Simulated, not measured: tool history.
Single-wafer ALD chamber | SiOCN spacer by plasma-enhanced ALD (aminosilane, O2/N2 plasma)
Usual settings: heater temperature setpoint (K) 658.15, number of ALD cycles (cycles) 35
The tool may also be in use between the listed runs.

run,day,heater temperature setpoint (K),number of ALD cycles (cycles),wafers since the last listed run,hours since the last thermocouple change,hours since the gauge calibration,"read-back reference wafer on the same gauge, thickness_nm",mean film thickness on the monitor wafer (angstrom)
1,0,658.15,35,0,626.6,341.8,1.802,20.22
2,1.871,658.15,35,288,671.5,386.7,1.803,20.29
3,4.2,658.15,35,359,727.4,442.6,1.801,20.22
4,5.279,658.15,40,166,753.3,468.5,1.801,23.23
5,8.004,658.15,40,420,818.7,533.9,1.797,22.99
6,9.212,658.15,32,186,847.7,562.9,1.797,18.46
7,11.875,658.15,32,411,911.6,626.8,1.797,18.37
8,13.792,658.15,32,295,957.6,672.8,1.793,18.5
9,15.371,658.15,35,243,995.5,710.7,1.794,20.14
10,18.312,664.15,31,454,1066.1,781.3,1.79,17.78
11,20.821,664.15,31,387,1126.3,841.5,1.788,17.78
# day 21.604: gauge calibrated
12,22.021,658.15,35,185,1155.1,10,1.81,20.33
13,23.167,658.15,35,176,1182.6,37.5,1.808,20.35
14,24.479,658.15,34,202,1214.1,69,1.809,19.71
15,27.429,658.15,34,455,1284.9,139.8,1.807,19.72
# day 29.717: thermocouple changed; heater temperature recalibrated
16,30.062,658.15,31,355,8.3,203,1.804,17.84
17,32.075,668.15,29,310,56.6,251.3,1.802,16.74
18,33.112,658.15,32,160,81.5,276.2,1.801,18.5
19,35.429,667.15,35,357,137.1,331.8,1.8,20.31
20,38.146,648.15,29,419,202.3,397,1.798,16.69
21,39.425,666.15,32,197,233,427.7,1.798,18.45
22,40.588,658.15,30,179,260.9,455.6,1.795,17.33
23,42.538,645.15,30,301,307.7,502.4,1.794,17.26
24,44.921,647.15,29,367,364.9,559.6,1.792,16.63
25,46.604,658.15,33,259,405.3,600,1.791,18.98
26,48.488,658.15,35,290,450.5,645.2,1.789,20.03
27,50.45,658.15,40,302,497.6,692.3,1.791,22.92
28,52.062,653.15,31,248,536.3,731,1.788,17.76
29,53.758,669.15,39,261,577,771.7,1.786,22.3
30,56.071,668.15,40,357,632.5,827.2,1.785,22.92

Forecast each of these 4 alternatives for the next run:
A,56.092,644.15,35,3,633,827.7,?,?
B,56.092,670.15,35,3,633,827.7,?,?
C,56.092,646.15,35,3,633,827.7,?,?
D,56.092,664.15,39,3,633,827.7,?,?

run,"read-back reference wafer on the same gauge, thickness_nm",mean film thickness on the monitor wafer (angstrom)
A,1.784,20
B,1.784,20
C,1.784,20
D,1.784,22.28
Without the tool's hidden state the same runs would have given:
run,mean film thickness on the monitor wafer (angstrom)
A,20.29
B,20.29
C,20.29
D,22.61

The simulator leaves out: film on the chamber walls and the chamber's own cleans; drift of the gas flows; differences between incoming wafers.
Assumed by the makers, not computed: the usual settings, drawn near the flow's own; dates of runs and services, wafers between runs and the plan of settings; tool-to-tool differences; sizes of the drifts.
